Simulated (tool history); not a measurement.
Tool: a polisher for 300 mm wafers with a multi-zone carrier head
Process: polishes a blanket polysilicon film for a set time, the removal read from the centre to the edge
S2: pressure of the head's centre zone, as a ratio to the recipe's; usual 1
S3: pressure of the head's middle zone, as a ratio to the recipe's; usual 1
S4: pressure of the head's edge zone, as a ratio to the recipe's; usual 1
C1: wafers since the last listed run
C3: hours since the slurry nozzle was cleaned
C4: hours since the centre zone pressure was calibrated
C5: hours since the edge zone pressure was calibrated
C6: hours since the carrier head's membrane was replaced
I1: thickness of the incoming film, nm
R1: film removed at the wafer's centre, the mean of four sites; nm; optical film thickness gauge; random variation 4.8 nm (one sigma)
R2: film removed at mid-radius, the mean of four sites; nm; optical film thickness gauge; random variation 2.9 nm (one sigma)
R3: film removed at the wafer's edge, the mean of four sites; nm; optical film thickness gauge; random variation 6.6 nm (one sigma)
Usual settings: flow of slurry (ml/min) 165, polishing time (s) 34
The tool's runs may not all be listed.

Run 1, hour 0: usual settings but S2 0.91, polishing time (s) 26; C1 0; wafers polished on this pad 2690; C3 20.3; C4 558.2; C5 282.4; C6 600.1; I1 2299.4. Result: R1 327.8 nm, R2 373.7 nm, R3 361.2 nm.
At hour 6.7: centre zone pressure recalibrated.
At hour 17.8: worn pad replaced by a new one.
Run 2, hour 93.5: usual settings but polishing time (s) 29; C1 569; wafers polished on this pad 492; C3 113.8; C4 86.8; C5 375.9; C6 693.6; I1 2335.2. Result: R1 398.4 nm, R2 402.2 nm, R3 399.6 nm.
Run 3, hour 171.8: usual settings but polishing time (s) 29; C1 509; wafers polished on this pad 1001; C3 192.1; C4 165.1; C5 454.2; C6 771.9; I1 2368.8. Result: R1 401.3 nm, R2 402.3 nm, R3 398.8 nm.
Run 4, hour 220.6: usual settings but polishing time (s) 29; C1 317; wafers polished on this pad 1319; C3 240.9; C4 213.9; C5 503; C6 820.7; I1 2373.4. Result: R1 391.8 nm, R2 397.4 nm, R3 387 nm.
Run 5, hour 283.6: usual settings; C1 409; wafers polished on this pad 1729; C3 303.9; C4 276.9; C5 566; C6 883.7; I1 2351.3. Result: R1 445.4 nm, R2 457.5 nm, R3 468.2 nm.
Run 6, hour 321.7: usual settings but S2 0.95; C1 247; wafers polished on this pad 1977; C3 342; C4 315; C5 604.1; C6 921.8; I1 2376.4. Result: R1 424.5 nm, R2 446.2 nm, R3 457.5 nm.
Run 7, hour 402.3: usual settings but flow of slurry (ml/min) 125; C1 524; wafers polished on this pad 2501; C3 422.6; C4 395.6; C5 684.7; C6 1002.4; I1 2302.1. Result: R1 403.8 nm, R2 413.6 nm, R3 446.7 nm.
At hour 418.4: edge zone pressure recalibrated.
At hour 450.2: slurry nozzle cleaned.
At hour 472.5: worn pad replaced by a new one.
At hour 545.9: centre zone pressure recalibrated.
Run 8, hour 683.3: usual settings but flow of slurry (ml/min) 125; C1 1770; wafers polished on this pad 1359; C3 233.1; C4 137.4; C5 264.9; C6 1283.4; I1 2326.1. Result: R1 438.6 nm, R2 438.7 nm, R3 447.1 nm.
Run 9, hour 744.5: usual settings but flow of slurry (ml/min) 125; C1 398; wafers polished on this pad 1757; C3 294.3; C4 198.6; C5 326.1; C6 1344.6; I1 2331. Result: R1 426 nm, R2 440.1 nm, R3 452.1 nm.
Run 10, hour 787.9: usual settings but S2 0.91, polishing time (s) 41; C1 282; wafers polished on this pad 2039; C3 337.7; C4 242; C5 369.5; C6 1388; I1 2305.2. Result: R1 498.3 nm, R2 552.2 nm, R3 554.9 nm.
Run 11, hour 845.1: usual settings but S2 0.88, S4 0.93; C1 372; wafers polished on this pad 2411; C3 394.9; C4 299.2; C5 426.7; C6 1445.2; I1 2346.7. Result: R1 388.4 nm, R2 448.2 nm, R3 433 nm.
At hour 873.7: slurry nozzle cleaned.
At hour 874.7: worn pad replaced by a new one, of another model than before.
Run 12, hour 885.7: usual settings but S3 0.88, S4 1.04; C1 251; wafers polished on this pad 71; C3 12; C4 339.8; C5 467.3; C6 1485.8; I1 2359.1. Result: R1 485.1 nm, R2 438.3 nm, R3 490.1 nm.
Run 13, hour 975.5: usual settings but flow of slurry (ml/min) 135, S2 0.97; C1 584; wafers polished on this pad 655; C3 101.8; C4 429.6; C5 557.1; C6 1575.6; I1 2385.6. Result: R1 448.7 nm, R2 466.6 nm, R3 477.2 nm.
Run 14, hour 1059.4: usual settings but S2 0.92; C1 545; wafers polished on this pad 1201; C3 185.7; C4 513.5; C5 641; C6 1659.5; I1 2328.8. Result: R1 431.7 nm, R2 478.8 nm, R3 478.6 nm.
At hour 1096.3: edge zone pressure recalibrated.
Run 15, hour 1096.8: usual settings but S4 1.05; C1 230; wafers polished on this pad 1432; C3 223.1; C4 550.9; C5 0.5; C6 1696.9; I1 2378.3. Result: R1 469.6 nm, R2 469.1 nm, R3 493.4 nm.
At hour 1154.4: centre zone pressure recalibrated.
Run 16, hour 1180.7: usual settings but flow of slurry (ml/min) 135, S2 1.1, S3 1.08, polishing time (s) 29; C1 532; wafers polished on this pad 1965; C3 307; C4 26.3; C5 84.4; C6 1780.8; I1 2388.9. Result: R1 426.9 nm, R2 416.6 nm, R3 397.6 nm.
Run 17, hour 1233.6: usual settings but S4 1.04, polishing time (s) 42; C1 344; wafers polished on this pad 2309; C3 359.9; C4 79.2; C5 137.3; C6 1833.7; I1 2354.4. Result: R1 579.3 nm, R2 576.3 nm, R3 586.5 nm.
At hour 1266.1: carrier head's membrane replaced by a new one.
At hour 1297.2: slurry nozzle cleaned.
At hour 1300.3: worn pad replaced by a new one.
Run 18, hour 1543.3: usual settings; C1 1955; wafers polished on this pad 1581; C3 246.1; C4 388.9; C5 447; C6 277.2; I1 2335.6. Result: R1 470.9 nm, R2 468.2 nm, R3 484.2 nm.
Run 19, hour 1604.6: usual settings; C1 398; wafers polished on this pad 1979; C3 307.4; C4 450.2; C5 508.3; C6 338.5; I1 2361.1. Result: R1 463.1 nm, R2 471.3 nm, R3 462.7 nm.
At hour 1669.6: centre zone pressure recalibrated.
Run 20, hour 1669.9: usual settings but S2 0.94; C1 411; wafers polished on this pad 2391; C3 372.7; C4 0.3; C5 573.6; C6 403.8; I1 2377.4. Result: R1 435.1 nm, R2 468 nm, R3 461.6 nm.
At hour 1705.1: slurry nozzle cleaned.
Run 21, hour 1737.1: usual settings but S2 0.88, S4 0.93; C1 430; wafers polished on this pad 2822; C3 32; C4 67.5; C5 640.8; C6 471; I1 2366.5. Result: R1 418.4 nm, R2 482.2 nm, R3 463.8 nm.
At hour 1753.6: worn pad replaced by a new one.
At hour 1756.8: edge zone pressure recalibrated.
Run 22, hour 1778: usual settings but flow of slurry (ml/min) 220, S3 1.09, polishing time (s) 28; C1 227; wafers polished on this pad 145; C3 72.9; C4 108.4; C5 21.2; C6 511.9; I1 2351. Result: R1 409.7 nm, R2 433.8 nm, R3 402.9 nm.
Run 23, hour 1886: usual settings but S2 0.89, polishing time (s) 46; C1 702; wafers polished on this pad 848; C3 180.9; C4 216.4; C5 129.2; C6 619.9; I1 2384.9. Result: R1 565.6 nm, R2 639.5 nm, R3 655.5 nm.

3 ways to go on from here, each from the tool as it stands after run 23. What would each give?
Run A, hour 1886.4: usual settings but S3 1.06; C1 2; wafers polished on this pad 850; C3 181.3; C4 216.8; C5 129.6; C6 620.3; I1 2374.3. Result: R1 ?, R2 ?, R3 ?.
Run B, hour 1886.4: usual settings but flow of slurry (ml/min) 195, S3 0.96, S4 1.08; C1 2; wafers polished on this pad 850; C3 181.3; C4 216.8; C5 129.6; C6 620.3; I1 2374.3. Result: R1 ?, R2 ?, R3 ?.
Run C, hour 1886.4: usual settings but S3 1.07, S4 0.9; C1 2; wafers polished on this pad 850; C3 181.3; C4 216.8; C5 129.6; C6 620.3; I1 2374.3. Result: R1 ?, R2 ?, R3 ?.

run     R1     R2     R3
  A  475.8  495.2  487.8
  B  482.7  461.4  512.2
  C  475.8  499.2  464.2
Without the tool's hidden state the same runs would have given:
run     R1     R2     R3
  A  484.7  503.3  493.6
  B    491  468.5  517.9
  C  484.7  507.4  469.7
